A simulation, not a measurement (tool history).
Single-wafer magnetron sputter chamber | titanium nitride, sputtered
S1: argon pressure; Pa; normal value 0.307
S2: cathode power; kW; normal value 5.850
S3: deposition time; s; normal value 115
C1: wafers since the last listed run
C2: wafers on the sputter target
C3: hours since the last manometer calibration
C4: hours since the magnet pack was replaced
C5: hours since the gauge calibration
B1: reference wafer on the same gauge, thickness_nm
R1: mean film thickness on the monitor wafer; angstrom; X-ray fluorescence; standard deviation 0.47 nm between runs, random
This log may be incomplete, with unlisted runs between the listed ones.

run	hour	S1	S2	S3	C1	C2	C3	C4	C5	B1	R1
1	0.0	0.307	6.500	115	0	3528	1527.4	8970.8	157.6	154.662	1512.27
2	26.6	0.307	5.850	115	295	3824	1554.0	8997.4	184.2	154.536	1358.66
3	80.5	0.307	5.850	102	598	4422	1607.9	9051.3	238.1	154.090	1202.25
# hour 105.0: magnet pack replaced
4	105.5	0.350	5.850	115	188	4611	1632.9	0.5	263.1	153.801	1346.03
5	122.1	0.307	4.800	115	184	4795	1649.5	17.1	279.7	153.677	1100.95
# hour 147.9: capacitance manometer re-zeroed and calibrated
6	157.9	0.307	4.800	115	308	5104	10.0	52.9	315.5	153.068	1100.31
# hour 180.9: gauge calibrated
7	186.2	0.307	4.800	115	314	5418	38.3	81.2	5.3	154.813	1112.28
# hour 203.5: sputter target and shields replaced
8	204.2	0.307	5.850	115	111	8	56.3	99.2	23.3	154.961	1365.64
9	229.9	0.231	6.900	134	285	293	82.0	124.9	49.0	154.825	1905.36
10	247.6	0.236	6.400	115	196	489	99.7	142.6	66.7	154.649	1500.31
11	274.3	0.307	5.850	126	296	786	126.4	169.3	93.4	154.635	1490.11

Forecast run 12:
12	297.1	0.307	5.150	109	253	1039	149.2	192.1	116.2	?	?

Run 12 measured B1 154.466, R1 1129.76 angstrom.
With no hidden state in the tool, this same run would have given R1 1133.00 angstrom.
